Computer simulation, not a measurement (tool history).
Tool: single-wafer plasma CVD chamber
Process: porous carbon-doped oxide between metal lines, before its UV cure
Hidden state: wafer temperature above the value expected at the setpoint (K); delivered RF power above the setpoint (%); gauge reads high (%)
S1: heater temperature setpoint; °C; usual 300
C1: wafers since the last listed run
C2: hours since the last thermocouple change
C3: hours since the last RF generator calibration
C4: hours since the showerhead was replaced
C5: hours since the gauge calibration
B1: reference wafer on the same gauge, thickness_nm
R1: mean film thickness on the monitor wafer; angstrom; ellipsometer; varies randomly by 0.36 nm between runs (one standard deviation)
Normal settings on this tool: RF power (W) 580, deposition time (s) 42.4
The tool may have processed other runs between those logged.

Run 1, day 0.000: usual settings but deposition time (s) 38.8; C1 0; C2 1088.9; C3 2088.1; C4 4137.5; C5 80.9; B1 213.997. Result: R1 2169.03 angstrom.
Run 2, day 0.617: usual settings but deposition time (s) 38.8; C1 351; C2 1103.7; C3 2102.9; C4 4152.3; C5 95.7; B1 213.984. Result: R1 2166.19 angstrom.
Run 3, day 0.933: usual settings but deposition time (s) 38.8; C1 180; C2 1111.3; C3 2110.5; C4 4159.9; C5 103.3; B1 214.023. Result: R1 2174.40 angstrom.
Run 4, day 1.383: usual settings; C1 256; C2 1122.1; C3 2121.3; C4 4170.7; C5 114.1; B1 213.897. Result: R1 2362.43 angstrom.
Run 5, day 2.204: usual settings; C1 468; C2 1141.8; C3 2141.0; C4 4190.4; C5 133.8; B1 214.049. Result: R1 2361.80 angstrom.
Run 6, day 2.800: usual settings; C1 339; C2 1156.1; C3 2155.3; C4 4204.7; C5 148.1; B1 214.040. Result: R1 2363.42 angstrom.
Run 7, day 3.329: usual settings; C1 301; C2 1168.8; C3 2168.0; C4 4217.4; C5 160.8; B1 213.893. Result: R1 2370.12 angstrom.
At day 5.329: gauge calibrated.
At day 5.596: thermocouple changed; heater temperature recalibrated.
At day 5.742: showerhead replaced.
Run 8, day 5.762: usual settings but deposition time (s) 48.0; C1 1113; C2 4.0; C3 2226.4; C4 0.5; C5 10.4; B1 213.959. Result: R1 2582.51 angstrom.
Run 9, day 5.912: usual settings but deposition time (s) 48.0; C1 85; C2 7.6; C3 2230.0; C4 4.1; C5 14.0; B1 213.941. Result: R1 2582.41 angstrom.
At day 6.538: RF generator calibrated.
Run 10, day 6.558: usual settings but deposition time (s) 48.0; C1 178; C2 23.1; C3 0.5; C4 19.6; C5 29.5; B1 213.936. Result: R1 2694.88 angstrom.
Run 11, day 8.604: usual settings but S1 295 °C, deposition time (s) 44.2; C1 1166; C2 72.2; C3 49.6; C4 68.7; C5 78.6; B1 214.008. Result: R1 2554.71 angstrom.
Run 12, day 8.954: usual settings but S1 295 °C, deposition time (s) 44.2; C1 199; C2 80.6; C3 58.0; C4 77.1; C5 87.0; B1 214.070. Result: R1 2565.78 angstrom.
Run 13, day 9.454: usual settings but S1 313 °C, RF power (W) 525, deposition time (s) 34.0; C1 285; C2 92.6; C3 70.0; C4 89.1; C5 99.0; B1 213.944. Result: R1 1720.65 angstrom.
Run 14, day 10.154: usual settings; C1 399; C2 109.4; C3 86.8; C4 105.9; C5 115.8; B1 214.009. Result: R1 2394.89 angstrom.
Run 15, day 10.779: usual settings but RF power (W) 680; C1 356; C2 124.4; C3 101.8; C4 120.9; C5 130.8; B1 214.015. Result: R1 2600.82 angstrom.
Run 16, day 11.267: usual settings but RF power (W) 615, deposition time (s) 38.4; C1 278; C2 136.1; C3 113.5; C4 132.6; C5 142.5; B1 213.963. Result: R1 2247.97 angstrom.
Run 17, day 11.750: usual settings but deposition time (s) 49.1; C1 275; C2 147.7; C3 125.1; C4 144.2; C5 154.1; B1 214.042. Result: R1 2756.87 angstrom.
Run 18, day 12.388: usual settings; C1 363; C2 163.0; C3 140.4; C4 159.5; C5 169.4; B1 214.045. Result: R1 2398.00 angstrom.
Run 19, day 12.646: usual settings; C1 147; C2 169.2; C3 146.6; C4 165.7; C5 175.6; B1 213.920. Result: R1 2403.28 angstrom.

The next listed run, before its measurement:
Run 20, day 12.967: usual settings but S1 290 °C, RF power (W) 505, deposition time (s) 39.4; C1 182; C2 176.9; C3 154.3; C4 173.4; C5 183.3; B1 ?. Result: R1 ?.

Run 20 yielded B1 214.008, R1 2184.58 angstrom.
Take away the tool's hidden state, keep the run-to-run variation as it was, and the same run would have given R1 2185.69 angstrom.

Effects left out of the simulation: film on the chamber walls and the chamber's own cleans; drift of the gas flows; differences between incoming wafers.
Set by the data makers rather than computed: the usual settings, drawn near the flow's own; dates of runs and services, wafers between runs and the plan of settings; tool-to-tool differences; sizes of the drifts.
